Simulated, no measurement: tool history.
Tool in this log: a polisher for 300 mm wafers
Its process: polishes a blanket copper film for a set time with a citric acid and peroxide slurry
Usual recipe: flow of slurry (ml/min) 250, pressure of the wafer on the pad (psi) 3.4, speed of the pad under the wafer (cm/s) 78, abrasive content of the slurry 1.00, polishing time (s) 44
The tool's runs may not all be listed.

| run | hour | flow of slurry (ml/min) | pressure of the wafer on the pad (psi) | speed of the pad under the wafer (cm/s) | abrasive content of the slurry | polishing time (s) | wafers since the last listed run | wafers polished on this pad | hours since the slurry nozzle was cleaned | hours since the head pressure was calibrated | hours since the slurry blender was calibrated | incoming thickness of the incoming film, nm | film removed (angstrom) |
|---|---|---|---|---|---|---|---|---|---|---|---|---|---|
| 1 | 0.0 | 250 | 3.4 | 78 | 1.00 | 44 | 0 | 2763 | 111.0 | 789.4 | 308.7 | 587.2 | 718 |
|  | 53.3 | slurry blender recalibrated |
| 2 | 58.0 | 250 | 3.4 | 78 | 1.00 | 44 | 484 | 3247 | 169.0 | 847.4 | 4.7 | 595.6 | 725 |
|  | 69.5 | worn pad replaced by a new one |
| 3 | 84.7 | 250 | 3.4 | 58 | 1.00 | 44 | 196 | 131 | 195.7 | 874.1 | 31.4 | 591.4 | 566 |
| 4 | 121.2 | 250 | 3.4 | 58 | 1.00 | 44 | 315 | 446 | 232.2 | 910.6 | 67.9 | 582.6 | 562 |
| 5 | 190.0 | 250 | 3.4 | 58 | 1.00 | 44 | 595 | 1041 | 301.0 | 979.4 | 136.7 | 594.3 | 560 |
| 6 | 249.5 | 250 | 3.4 | 78 | 1.00 | 44 | 514 | 1556 | 360.5 | 1038.9 | 196.2 | 584.3 | 721 |
|  | 262.0 | head pressure recalibrated |
| 7 | 298.3 | 250 | 3.4 | 78 | 1.00 | 44 | 404 | 1961 | 409.3 | 36.3 | 245.0 | 599.1 | 762 |
| 8 | 365.7 | 250 | 3.4 | 78 | 1.00 | 44 | 582 | 2544 | 476.7 | 103.7 | 312.4 | 592.8 | 752 |
|  | 417.0 | worn pad replaced by a new one |
| 9 | 418.9 | 250 | 3.4 | 78 | 1.00 | 44 | 425 | 16 | 529.9 | 156.9 | 365.6 | 578.8 | 749 |
|  | 440.5 | slurry blender recalibrated |
| 10 | 451.5 | 250 | 3.4 | 78 | 1.00 | 44 | 264 | 281 | 562.5 | 189.5 | 11.0 | 590.7 | 753 |
| 11 | 497.9 | 250 | 3.4 | 98 | 1.00 | 44 | 401 | 682 | 608.9 | 235.9 | 57.4 | 591.5 | 906 |
| 12 | 541.3 | 200 | 3.4 | 104 | 1.00 | 44 | 375 | 1058 | 652.3 | 279.3 | 100.8 | 587.2 | 915 |
| 13 | 591.9 | 250 | 3.4 | 78 | 1.15 | 44 | 437 | 1495 | 702.9 | 329.9 | 151.4 | 594.7 | 759 |
| 14 | 636.5 | 250 | 3.4 | 78 | 1.00 | 44 | 385 | 1881 | 747.5 | 374.5 | 196.0 | 588.3 | 738 |
|  | 693.3 | slurry nozzle cleaned |
| 15 | 693.8 | 325 | 3.4 | 78 | 1.20 | 44 | 486 | 2368 | 0.5 | 431.8 | 253.3 | 594.7 | 781 |
| 16 | 764.4 | 250 | 4.0 | 78 | 1.00 | 44 | 610 | 2979 | 71.1 | 502.4 | 323.9 | 598.7 | 859 |
|  | 786.2 | slurry blender recalibrated |
|  | 808.1 | worn pad replaced by a new one |
| 17 | 831.3 | 200 | 3.4 | 78 | 1.00 | 44 | 526 | 200 | 138.0 | 569.3 | 45.1 | 588.4 | 707 |
| 18 | 858.0 | 205 | 3.4 | 78 | 0.85 | 44 | 230 | 431 | 164.7 | 596.0 | 71.8 | 591.5 | 690 |
| 19 | 905.4 | 250 | 3.4 | 78 | 1.00 | 44 | 409 | 841 | 212.1 | 643.4 | 119.2 | 591.7 | 730 |
| 20 | 942.8 | 305 | 3.4 | 78 | 1.00 | 44 | 323 | 1165 | 249.5 | 680.8 | 156.6 | 588.4 | 745 |
| 21 | 993.4 | 250 | 2.2 | 78 | 1.00 | 44 | 437 | 1602 | 300.1 | 731.4 | 207.2 | 588.6 | 472 |
| 22 | 1053.5 | 250 | 3.4 | 54 | 1.00 | 44 | 519 | 2122 | 360.2 | 791.5 | 267.3 | 589.7 | 539 |
|  | 1085.6 | head pressure recalibrated |
| 23 | 1088.5 | 250 | 3.4 | 78 | 1.00 | 44 | 285 | 2407 | 395.2 | 2.9 | 302.3 | 600.3 | 745 |
| 24 | 1120.1 | 250 | 3.4 | 104 | 0.90 | 56 | 273 | 2681 | 426.8 | 34.5 | 333.9 | 602.7 | 1205 |
|  | 1149.9 | worn pad replaced by a new one |
| 25 | 1150.4 | 285 | 3.4 | 78 | 1.20 | 44 | 227 | 4 | 457.1 | 64.8 | 364.2 | 600.7 | 796 |
|  | 1184.1 | slurry blender recalibrated |
| 26 | 1216.2 | 250 | 3.4 | 78 | 1.00 | 44 | 551 | 556 | 522.9 | 130.6 | 32.1 | 597.1 | 744 |
| 27 | 1251.0 | 250 | 4.3 | 78 | 1.00 | 44 | 300 | 857 | 557.7 | 165.4 | 66.9 | 592.5 | 932 |
| 28 | 1287.6 | 250 | 3.4 | 78 | 1.25 | 40 | 316 | 1173 | 594.3 | 202.0 | 103.5 | 595.1 | 704 |

Estimate the outcome of run 29 from the log above:
| 29 | 1350.1 | 250 | 2.3 | 78 | 1.00 | 44 | 540 | 1714 | 656.8 | 264.5 | 166.0 | 595.0 | ? |

Run 29 gave film removed (angstrom) 496.
Without the tool's hidden state the same run would have given film removed (angstrom) 518.

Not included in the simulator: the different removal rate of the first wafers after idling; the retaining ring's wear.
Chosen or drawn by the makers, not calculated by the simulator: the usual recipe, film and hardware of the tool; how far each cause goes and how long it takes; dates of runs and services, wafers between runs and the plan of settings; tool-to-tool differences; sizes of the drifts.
